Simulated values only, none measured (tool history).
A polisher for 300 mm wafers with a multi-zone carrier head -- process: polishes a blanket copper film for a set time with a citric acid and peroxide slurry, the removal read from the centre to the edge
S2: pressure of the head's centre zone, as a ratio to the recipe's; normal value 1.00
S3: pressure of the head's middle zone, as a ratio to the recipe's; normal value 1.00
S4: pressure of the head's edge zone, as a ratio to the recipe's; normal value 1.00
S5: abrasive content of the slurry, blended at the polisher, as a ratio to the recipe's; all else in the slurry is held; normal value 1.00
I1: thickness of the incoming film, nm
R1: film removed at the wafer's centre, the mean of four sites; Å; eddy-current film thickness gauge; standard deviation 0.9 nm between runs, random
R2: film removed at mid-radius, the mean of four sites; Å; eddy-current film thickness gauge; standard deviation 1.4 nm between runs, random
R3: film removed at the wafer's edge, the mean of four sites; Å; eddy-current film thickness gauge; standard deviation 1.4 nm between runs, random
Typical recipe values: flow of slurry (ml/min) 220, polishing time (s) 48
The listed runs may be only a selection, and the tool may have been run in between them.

run 1 hour=0.0 | flow_of_slurry_(ml/min)=220 S2=1.00 S3=1.00 S4=1.00 S5=1.00 polishing_time_(s)=48 | I1=923.0 | R1=898 R2=898 R3=886
-- hour=46.0 worn pad replaced by a new one
run 2 hour=52.0 | flow_of_slurry_(ml/min)=220 S2=1.00 S3=1.00 S4=1.06 S5=1.00 polishing_time_(s)=48 | I1=922.7 | R1=933 R2=972 R3=932
run 3 hour=115.7 | flow_of_slurry_(ml/min)=240 S2=1.00 S3=1.00 S4=1.00 S5=1.00 polishing_time_(s)=48 | I1=927.7 | R1=930 R2=930 R3=906
run 4 hour=166.1 | flow_of_slurry_(ml/min)=240 S2=1.00 S3=1.00 S4=1.00 S5=1.00 polishing_time_(s)=48 | I1=936.1 | R1=900 R2=933 R3=905
-- hour=192.7 worn pad replaced by a new one
run 5 hour=226.5 | flow_of_slurry_(ml/min)=240 S2=1.00 S3=1.00 S4=1.00 S5=1.00 polishing_time_(s)=48 | I1=929.3 | R1=940 R2=957 R3=941
-- hour=249.8 slurry nozzle cleaned
run 6 hour=251.4 | flow_of_slurry_(ml/min)=180 S2=1.00 S3=1.00 S4=1.00 S5=1.00 polishing_time_(s)=43 | I1=933.3 | R1=798 R2=803 R3=793
run 7 hour=284.4 | flow_of_slurry_(ml/min)=220 S2=1.00 S3=1.00 S4=1.00 S5=1.20 polishing_time_(s)=48 | I1=909.2 | R1=937 R2=948 R3=901
run 8 hour=330.7 | flow_of_slurry_(ml/min)=245 S2=1.00 S3=1.00 S4=1.00 S5=1.15 polishing_time_(s)=48 | I1=919.0 | R1=898 R2=900 R3=903
-- hour=365.6 worn pad replaced by a new one
-- hour=368.4 centre zone pressure recalibrated
run 9 hour=385.5 | flow_of_slurry_(ml/min)=220 S2=1.00 S3=1.00 S4=1.00 S5=1.00 polishing_time_(s)=48 | I1=912.1 | R1=945 R2=956 R3=939
run 10 hour=421.8 | flow_of_slurry_(ml/min)=220 S2=1.08 S3=1.00 S4=1.00 S5=1.15 polishing_time_(s)=48 | I1=924.0 | R1=986 R2=979 R3=933
-- hour=443.4 carrier head's membrane replaced by a new one
run 11 hour=449.6 | flow_of_slurry_(ml/min)=220 S2=1.11 S3=0.96 S4=1.00 S5=0.85 polishing_time_(s)=48 | I1=913.0 | R1=974 R2=894 R3=898
run 12 hour=485.1 | flow_of_slurry_(ml/min)=220 S2=1.11 S3=0.96 S4=1.00 S5=0.85 polishing_time_(s)=48 | I1=921.1 | R1=947 R2=872 R3=867
-- hour=533.2 slurry nozzle cleaned
run 13 hour=536.3 | flow_of_slurry_(ml/min)=220 S2=1.00 S3=1.00 S4=1.00 S5=1.00 polishing_time_(s)=48 | I1=900.7 | R1=852 R2=856 R3=840
-- hour=551.8 worn pad replaced by a new one
-- hour=588.3 edge zone pressure recalibrated
run 14 hour=590.5 | flow_of_slurry_(ml/min)=220 S2=0.96 S3=1.00 S4=1.00 S5=1.00 polishing_time_(s)=48 | I1=925.4 | R1=894 R2=944 R3=902
run 15 hour=644.7 | flow_of_slurry_(ml/min)=220 S2=1.11 S3=1.00 S4=1.00 S5=1.00 polishing_time_(s)=37 | I1=922.1 | R1=741 R2=700 R3=685
run 16 hour=707.6 | flow_of_slurry_(ml/min)=220 S2=0.90 S3=1.00 S4=1.00 S5=1.00 polishing_time_(s)=48 | I1=926.5 | R1=777 R2=870 R3=838
-- hour=726.0 worn pad replaced by a new one
run 17 hour=733.6 | flow_of_slurry_(ml/min)=220 S2=0.94 S3=1.00 S4=1.00 S5=1.25 polishing_time_(s)=48 | I1=924.8 | R1=937 R2=992 R3=957
run 18 hour=804.6 | flow_of_slurry_(ml/min)=180 S2=1.00 S3=1.10 S4=1.03 S5=1.00 polishing_time_(s)=57 | I1=902.0 | R1=1072 R2=1161 R3=1072
-- hour=835.3 slurry nozzle cleaned
run 19 hour=845.5 | flow_of_slurry_(ml/min)=220 S2=1.00 S3=1.00 S4=1.06 S5=1.00 polishing_time_(s)=48 | I1=917.8 | R1=890 R2=890 R3=898

Below are 3 alternative next runs, each starting from the tool's condition after run 19. Predict each:
run A hour=845.9 | flow_of_slurry_(ml/min)=220 S2=1.00 S3=1.00 S4=1.00 S5=1.00 polishing_time_(s)=48 | I1=914.5 | R1=? R2=? R3=?
run B hour=845.9 | flow_of_slurry_(ml/min)=290 S2=0.89 S3=0.93 S4=1.00 S5=1.00 polishing_time_(s)=48 | I1=914.5 | R1=? R2=? R3=?
run C hour=845.9 | flow_of_slurry_(ml/min)=220 S2=0.89 S3=1.00 S4=1.03 S5=1.00 polishing_time_(s)=36 | I1=914.5 | R1=? R2=? R3=?

run=A R1=889 R2=897 R3=889
run=B R1=856 R2=880 R3=913
run=C R1=619 R2=673 R3=676
Without the tool's hidden state the same runs would have given:
run=A R1=944 R2=952 R3=944
run=B R1=909 R2=934 R3=969
run=C R1=657 R2=714 R3=717

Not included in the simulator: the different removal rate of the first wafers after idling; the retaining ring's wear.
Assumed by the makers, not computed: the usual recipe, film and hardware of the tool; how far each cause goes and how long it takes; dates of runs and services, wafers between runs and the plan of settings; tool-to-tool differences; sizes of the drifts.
